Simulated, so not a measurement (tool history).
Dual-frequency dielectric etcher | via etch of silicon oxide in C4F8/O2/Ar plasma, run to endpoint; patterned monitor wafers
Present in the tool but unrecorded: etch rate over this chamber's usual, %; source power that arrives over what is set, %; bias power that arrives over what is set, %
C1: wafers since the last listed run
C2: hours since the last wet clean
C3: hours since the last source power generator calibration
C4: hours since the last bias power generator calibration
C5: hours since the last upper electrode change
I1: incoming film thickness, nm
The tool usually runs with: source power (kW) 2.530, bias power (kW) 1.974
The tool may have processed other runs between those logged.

{"run": 1, "day": 0.0, "source power (kW)": 3.0, "bias power (kW)": 1.974, "C1": 0, "C2": 115.4, "C3": 3638.1, "C4": 2794.7, "C5": 4037.5, "I1": 1080.8, "endpoint time (s)": 165.6}
{"run": 2, "day": 1.088, "source power (kW)": 2.53, "bias power (kW)": 1.974, "C1": 141, "C2": 141.5, "C3": 3664.2, "C4": 2820.8, "C5": 4063.6, "I1": 1078.9, "endpoint time (s)": 176.5}
{"run": 3, "day": 1.921, "source power (kW)": 2.53, "bias power (kW)": 2.347, "C1": 108, "C2": 161.5, "C3": 3684.2, "C4": 2840.8, "C5": 4083.6, "I1": 1075.8, "endpoint time (s)": 168.9}
{"run": 4, "day": 3.062, "source power (kW)": 2.53, "bias power (kW)": 2.347, "C1": 148, "C2": 188.9, "C3": 3711.6, "C4": 2868.2, "C5": 4111.0, "I1": 1084.5, "endpoint time (s)": 170.6}
{"run": 5, "day": 3.833, "source power (kW)": 2.53, "bias power (kW)": 1.816, "C1": 100, "C2": 207.4, "C3": 3730.1, "C4": 2886.7, "C5": 4129.5, "I1": 1071.5, "endpoint time (s)": 178.5}
{"run": 6, "day": 4.475, "source power (kW)": 2.53, "bias power (kW)": 1.816, "C1": 83, "C2": 222.8, "C3": 3745.5, "C4": 2902.1, "C5": 4144.9, "I1": 1099.1, "endpoint time (s)": 183.7}
{"run": 7, "day": 5.892, "source power (kW)": 2.1, "bias power (kW)": 1.974, "C1": 184, "C2": 256.8, "C3": 3779.5, "C4": 2936.1, "C5": 4178.9, "I1": 1070.7, "endpoint time (s)": 188.2}
{"run": 8, "day": 7.362, "source power (kW)": 2.1, "bias power (kW)": 1.974, "C1": 191, "C2": 292.1, "C3": 3814.8, "C4": 2971.4, "C5": 4214.2, "I1": 1062.1, "endpoint time (s)": 184.4}
{"run": 9, "day": 8.208, "source power (kW)": 2.53, "bias power (kW)": 1.974, "C1": 110, "C2": 312.4, "C3": 3835.1, "C4": 2991.7, "C5": 4234.5, "I1": 1074.2, "endpoint time (s)": 175.9}
{"run": 10, "day": 9.208, "source power (kW)": 2.53, "bias power (kW)": 1.974, "C1": 130, "C2": 336.4, "C3": 3859.1, "C4": 3015.7, "C5": 4258.5, "I1": 1077.7, "endpoint time (s)": 174.8}
{"run": 11, "day": 9.858, "source power (kW)": 2.53, "bias power (kW)": 1.974, "C1": 84, "C2": 352.0, "C3": 3874.7, "C4": 3031.3, "C5": 4274.1, "I1": 1062.4, "endpoint time (s)": 168.8}
{"day": 11.012, "done": "source power generator calibrated"}
{"run": 12, "day": 11.2, "source power (kW)": 2.53, "bias power (kW)": 1.974, "C1": 153, "C2": 384.2, "C3": 4.5, "C4": 3063.5, "C5": 4306.3, "I1": 1072.6, "endpoint time (s)": 170.8}
{"run": 13, "day": 12.692, "source power (kW)": 2.53, "bias power (kW)": 1.974, "C1": 194, "C2": 420.0, "C3": 40.3, "C4": 3099.3, "C5": 4342.1, "I1": 1070.8, "endpoint time (s)": 171.1}
{"day": 14.192, "done": "wet clean of the chamber"}
{"run": 14, "day": 14.212, "source power (kW)": 2.53, "bias power (kW)": 1.974, "C1": 67, "C2": 0.5, "C3": 76.8, "C4": 3135.8, "C5": 4378.6, "I1": 1069.0, "endpoint time (s)": 179.1}
{"day": 14.712, "done": "bias power generator calibrated"}
{"run": 15, "day": 14.733, "source power (kW)": 2.53, "bias power (kW)": 1.564, "C1": 46, "C2": 13.0, "C3": 89.3, "C4": 0.5, "C5": 4391.1, "I1": 1079.9, "endpoint time (s)": 194.2}
{"day": 17.35, "done": "upper electrode replaced"}
{"run": 16, "day": 17.371, "source power (kW)": 3.11, "bias power (kW)": 2.25, "C1": 213, "C2": 76.3, "C3": 152.6, "C4": 63.8, "C5": 0.5, "I1": 1070.4, "endpoint time (s)": 157.3}
{"run": 17, "day": 17.888, "source power (kW)": 2.72, "bias power (kW)": 1.793, "C1": 67, "C2": 88.7, "C3": 165.0, "C4": 76.2, "C5": 12.9, "I1": 1073.4, "endpoint time (s)": 181.0}
{"run": 18, "day": 18.929, "source power (kW)": 2.53, "bias power (kW)": 1.974, "C1": 135, "C2": 113.7, "C3": 190.0, "C4": 101.2, "C5": 37.9, "I1": 1063.5, "endpoint time (s)": 175.0}
{"run": 19, "day": 19.921, "source power (kW)": 2.16, "bias power (kW)": 2.234, "C1": 129, "C2": 137.5, "C3": 213.8, "C4": 125.0, "C5": 61.7, "I1": 1083.9, "endpoint time (s)": 181.3}
{"run": 20, "day": 20.875, "source power (kW)": 2.53, "bias power (kW)": 1.537, "C1": 124, "C2": 160.4, "C3": 236.7, "C4": 147.9, "C5": 84.6, "I1": 1082.7, "endpoint time (s)": 192.4}
{"run": 21, "day": 21.412, "source power (kW)": 2.7, "bias power (kW)": 1.488, "C1": 70, "C2": 173.3, "C3": 249.6, "C4": 160.8, "C5": 97.5, "I1": 1080.9, "endpoint time (s)": 186.4}
{"run": 22, "day": 22.512, "source power (kW)": 2.03, "bias power (kW)": 2.254, "C1": 143, "C2": 199.7, "C3": 276.0, "C4": 187.2, "C5": 123.9, "I1": 1077.5, "endpoint time (s)": 185.4}
{"run": 23, "day": 23.292, "source power (kW)": 2.12, "bias power (kW)": 2.144, "C1": 101, "C2": 218.4, "C3": 294.7, "C4": 205.9, "C5": 142.6, "I1": 1076.8, "endpoint time (s)": 183.7}
{"run": 24, "day": 23.996, "source power (kW)": 2.53, "bias power (kW)": 1.974, "C1": 91, "C2": 235.3, "C3": 311.6, "C4": 222.8, "C5": 159.5, "I1": 1061.8, "endpoint time (s)": 174.6}
{"run": 25, "day": 25.025, "source power (kW)": 2.53, "bias power (kW)": 1.974, "C1": 134, "C2": 260.0, "C3": 336.3, "C4": 247.5, "C5": 184.2, "I1": 1076.0, "endpoint time (s)": 176.7}
{"run": 26, "day": 25.788, "source power (kW)": 2.28, "bias power (kW)": 2.446, "C1": 99, "C2": 278.3, "C3": 354.6, "C4": 265.8, "C5": 202.5, "I1": 1073.5, "endpoint time (s)": 169.4}
{"run": 27, "day": 26.492, "source power (kW)": 2.74, "bias power (kW)": 1.681, "C1": 91, "C2": 295.2, "C3": 371.5, "C4": 282.7, "C5": 219.4, "I1": 1074.7, "endpoint time (s)": 176.8}

Alternative continuations, all from the tool just after run 27; predict every row:
{"run": "A", "day": 26.512, "source power (kW)": 2.53, "bias power (kW)": 1.974, "C1": 2, "C2": 295.7, "C3": 372.0, "C4": 283.2, "C5": 219.9, "I1": 1080.6, "endpoint time (s)": "?"}
{"run": "B", "day": 26.512, "source power (kW)": 1.97, "bias power (kW)": 1.619, "C1": 2, "C2": 295.7, "C3": 372.0, "C4": 283.2, "C5": 219.9, "I1": 1080.6, "endpoint time (s)": "?"}
{"run": "C", "day": 26.512, "source power (kW)": 2.32, "bias power (kW)": 1.974, "C1": 2, "C2": 295.7, "C3": 372.0, "C4": 283.2, "C5": 219.9, "I1": 1080.6, "endpoint time (s)": "?"}
{"run": "D", "day": 26.512, "source power (kW)": 2.53, "bias power (kW)": 1.823, "C1": 2, "C2": 295.7, "C3": 372.0, "C4": 283.2, "C5": 219.9, "I1": 1080.6, "endpoint time (s)": "?"}
{"run": "E", "day": 26.512, "source power (kW)": 2.96, "bias power (kW)": 1.846, "C1": 2, "C2": 295.7, "C3": 372.0, "C4": 283.2, "C5": 219.9, "I1": 1080.6, "endpoint time (s)": "?"}

run=A endpoint_time_(s)=176.3
run=B endpoint_time_(s)=205.5
run=C endpoint_time_(s)=182.3
run=D endpoint_time_(s)=180.4
run=E endpoint_time_(s)=169.1
Stripped of hidden state, with their random variation kept, the same runs would have yielded:
run=A endpoint_time_(s)=181.4
run=B endpoint_time_(s)=211.5
run=C endpoint_time_(s)=187.6
run=D endpoint_time_(s)=185.6
run=E endpoint_time_(s)=173.9
